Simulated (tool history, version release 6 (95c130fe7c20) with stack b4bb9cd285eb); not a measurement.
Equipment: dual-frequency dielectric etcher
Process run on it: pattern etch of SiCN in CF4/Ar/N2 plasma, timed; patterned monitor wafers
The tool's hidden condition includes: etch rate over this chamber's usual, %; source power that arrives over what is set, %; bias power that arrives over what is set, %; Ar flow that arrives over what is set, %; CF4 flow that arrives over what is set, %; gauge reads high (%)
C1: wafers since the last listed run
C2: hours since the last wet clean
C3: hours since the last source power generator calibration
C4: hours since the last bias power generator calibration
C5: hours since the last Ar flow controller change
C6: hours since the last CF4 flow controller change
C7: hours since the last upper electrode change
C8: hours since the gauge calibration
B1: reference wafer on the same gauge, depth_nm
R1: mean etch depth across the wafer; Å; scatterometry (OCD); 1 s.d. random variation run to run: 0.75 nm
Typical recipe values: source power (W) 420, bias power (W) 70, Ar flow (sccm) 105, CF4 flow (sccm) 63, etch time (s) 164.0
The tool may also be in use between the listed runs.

{"run": 1, "hour": 0.0, "source power (W)": 420, "bias power (W)": 70, "Ar flow (sccm)": 105, "CF4 flow (sccm)": 63, "etch time (s)": 197.0, "C1": 0, "C2": 158.9, "C3": 82.8, "C4": 2056.2, "C5": 2742.5, "C6": 5021.1, "C7": 36.7, "C8": 511.8, "B1": 143.2, "R1": 1531}
{"hour": 11.9, "done": "gauge calibrated"}
{"run": 2, "hour": 15.3, "source power (W)": 420, "bias power (W)": 70, "Ar flow (sccm)": 105, "CF4 flow (sccm)": 63, "etch time (s)": 164.0, "C1": 72, "C2": 174.2, "C3": 98.1, "C4": 2071.5, "C5": 2757.8, "C6": 5036.4, "C7": 52.0, "C8": 3.4, "B1": 140.3, "R1": 1225}
{"run": 3, "hour": 42.7, "source power (W)": 420, "bias power (W)": 70, "Ar flow (sccm)": 105, "CF4 flow (sccm)": 63, "etch time (s)": 164.0, "C1": 130, "C2": 201.6, "C3": 125.5, "C4": 2098.9, "C5": 2785.2, "C6": 5063.8, "C7": 79.4, "C8": 30.8, "B1": 139.9, "R1": 1237}
{"hour": 63.8, "done": "bias power generator calibrated"}
{"run": 4, "hour": 70.1, "source power (W)": 420, "bias power (W)": 70, "Ar flow (sccm)": 105, "CF4 flow (sccm)": 63, "etch time (s)": 164.0, "C1": 111, "C2": 229.0, "C3": 152.9, "C4": 6.3, "C5": 2812.6, "C6": 5091.2, "C7": 106.8, "C8": 58.2, "B1": 140.2, "R1": 1250}
{"hour": 93.2, "done": "CF4 flow controller replaced"}
{"run": 5, "hour": 97.1, "source power (W)": 420, "bias power (W)": 70, "Ar flow (sccm)": 105, "CF4 flow (sccm)": 63, "etch time (s)": 164.0, "C1": 100, "C2": 256.0, "C3": 179.9, "C4": 33.3, "C5": 2839.6, "C6": 3.9, "C7": 133.8, "C8": 85.2, "B1": 140.1, "R1": 1232}
{"run": 6, "hour": 110.7, "source power (W)": 420, "bias power (W)": 70, "Ar flow (sccm)": 92, "CF4 flow (sccm)": 71, "etch time (s)": 164.0, "C1": 64, "C2": 269.6, "C3": 193.5, "C4": 46.9, "C5": 2853.2, "C6": 17.5, "C7": 147.4, "C8": 98.8, "B1": 140.7, "R1": 1293}
{"run": 7, "hour": 135.9, "source power (W)": 420, "bias power (W)": 70, "Ar flow (sccm)": 105, "CF4 flow (sccm)": 70, "etch time (s)": 164.0, "C1": 120, "C2": 294.8, "C3": 218.7, "C4": 72.1, "C5": 2878.4, "C6": 42.7, "C7": 172.6, "C8": 124.0, "B1": 139.7, "R1": 1267}
{"run": 8, "hour": 148.8, "source power (W)": 470, "bias power (W)": 78, "Ar flow (sccm)": 116, "CF4 flow (sccm)": 63, "etch time (s)": 141.5, "C1": 61, "C2": 307.7, "C3": 231.6, "C4": 85.0, "C5": 2891.3, "C6": 55.6, "C7": 185.5, "C8": 136.9, "B1": 140.0, "R1": 1198}
{"run": 9, "hour": 170.5, "source power (W)": 390, "bias power (W)": 70, "Ar flow (sccm)": 82, "CF4 flow (sccm)": 63, "etch time (s)": 164.0, "C1": 103, "C2": 329.4, "C3": 253.3, "C4": 106.7, "C5": 2913.0, "C6": 77.3, "C7": 207.2, "C8": 158.6, "B1": 140.5, "R1": 1215}
{"hour": 185.1, "done": "Ar flow controller replaced"}
{"hour": 211.8, "done": "wet clean of the chamber"}
{"run": 10, "hour": 212.3, "source power (W)": 420, "bias power (W)": 56, "Ar flow (sccm)": 118, "CF4 flow (sccm)": 63, "etch time (s)": 182.5, "C1": 56, "C2": 0.5, "C3": 295.1, "C4": 148.5, "C5": 27.2, "C6": 119.1, "C7": 249.0, "C8": 200.4, "B1": 140.3, "R1": 1265}
{"run": 11, "hour": 222.2, "source power (W)": 420, "bias power (W)": 70, "Ar flow (sccm)": 130, "CF4 flow (sccm)": 63, "etch time (s)": 164.0, "C1": 47, "C2": 10.4, "C3": 305.0, "C4": 158.4, "C5": 37.1, "C6": 129.0, "C7": 258.9, "C8": 210.3, "B1": 140.3, "R1": 1216}
{"run": 12, "hour": 249.7, "source power (W)": 510, "bias power (W)": 56, "Ar flow (sccm)": 105, "CF4 flow (sccm)": 63, "etch time (s)": 130.5, "C1": 131, "C2": 37.9, "C3": 332.5, "C4": 185.9, "C5": 64.6, "C6": 156.5, "C7": 286.4, "C8": 237.8, "B1": 140.7, "R1": 1069}
{"run": 13, "hour": 277.9, "source power (W)": 420, "bias power (W)": 56, "Ar flow (sccm)": 118, "CF4 flow (sccm)": 63, "etch time (s)": 182.5, "C1": 134, "C2": 66.1, "C3": 360.7, "C4": 214.1, "C5": 92.8, "C6": 184.7, "C7": 314.6, "C8": 266.0, "B1": 140.4, "R1": 1273}
{"run": 14, "hour": 300.6, "source power (W)": 420, "bias power (W)": 70, "Ar flow (sccm)": 105, "CF4 flow (sccm)": 49, "etch time (s)": 181.0, "C1": 108, "C2": 88.8, "C3": 383.4, "C4": 236.8, "C5": 115.5, "C6": 207.4, "C7": 337.3, "C8": 288.7, "B1": 141.1, "R1": 1322}
{"run": 15, "hour": 317.0, "source power (W)": 420, "bias power (W)": 70, "Ar flow (sccm)": 87, "CF4 flow (sccm)": 53, "etch time (s)": 201.5, "C1": 78, "C2": 105.2, "C3": 399.8, "C4": 253.2, "C5": 131.9, "C6": 223.8, "C7": 353.7, "C8": 305.1, "B1": 141.3, "R1": 1512}
{"run": 16, "hour": 349.6, "source power (W)": 420, "bias power (W)": 70, "Ar flow (sccm)": 105, "CF4 flow (sccm)": 63, "etch time (s)": 164.0, "C1": 155, "C2": 137.8, "C3": 432.4, "C4": 285.8, "C5": 164.5, "C6": 256.4, "C7": 386.3, "C8": 337.7, "B1": 140.9, "R1": 1266}
{"run": 17, "hour": 375.3, "source power (W)": 420, "bias power (W)": 70, "Ar flow (sccm)": 105, "CF4 flow (sccm)": 63, "etch time (s)": 164.0, "C1": 122, "C2": 163.5, "C3": 458.1, "C4": 311.5, "C5": 190.2, "C6": 282.1, "C7": 412.0, "C8": 363.4, "B1": 141.6, "R1": 1239}
{"run": 18, "hour": 396.9, "source power (W)": 420, "bias power (W)": 70, "Ar flow (sccm)": 120, "CF4 flow (sccm)": 63, "etch time (s)": 164.0, "C1": 102, "C2": 185.1, "C3": 479.7, "C4": 333.1, "C5": 211.8, "C6": 303.7, "C7": 433.6, "C8": 385.0, "B1": 141.8, "R1": 1229}
{"run": 19, "hour": 409.8, "source power (W)": 420, "bias power (W)": 53, "Ar flow (sccm)": 93, "CF4 flow (sccm)": 57, "etch time (s)": 164.0, "C1": 61, "C2": 198.0, "C3": 492.6, "C4": 346.0, "C5": 224.7, "C6": 316.6, "C7": 446.5, "C8": 397.9, "B1": 141.8, "R1": 1144}
{"run": 20, "hour": 439.0, "source power (W)": 460, "bias power (W)": 56, "Ar flow (sccm)": 105, "CF4 flow (sccm)": 70, "etch time (s)": 164.0, "C1": 139, "C2": 227.2, "C3": 521.8, "C4": 375.2, "C5": 253.9, "C6": 345.8, "C7": 475.7, "C8": 427.1, "B1": 142.2, "R1": 1283}
{"run": 21, "hour": 465.2, "source power (W)": 370, "bias power (W)": 65, "Ar flow (sccm)": 116, "CF4 flow (sccm)": 63, "etch time (s)": 164.0, "C1": 124, "C2": 253.4, "C3": 548.0, "C4": 401.4, "C5": 280.1, "C6": 372.0, "C7": 501.9, "C8": 453.3, "B1": 142.0, "R1": 1118}

What does the tool deliver on the next run?
{"run": 22, "hour": 488.3, "source power (W)": 420, "bias power (W)": 62, "Ar flow (sccm)": 105, "CF4 flow (sccm)": 63, "etch time (s)": 164.0, "C1": 110, "C2": 276.5, "C3": 571.1, "C4": 424.5, "C5": 303.2, "C6": 395.1, "C7": 525.0, "C8": 476.4, "B1": "?", "R1": "?"}

Run 22 produced B1 141.9, R1 1207 Å.
Without the tool's hidden state the same run would have given R1 1187 Å.

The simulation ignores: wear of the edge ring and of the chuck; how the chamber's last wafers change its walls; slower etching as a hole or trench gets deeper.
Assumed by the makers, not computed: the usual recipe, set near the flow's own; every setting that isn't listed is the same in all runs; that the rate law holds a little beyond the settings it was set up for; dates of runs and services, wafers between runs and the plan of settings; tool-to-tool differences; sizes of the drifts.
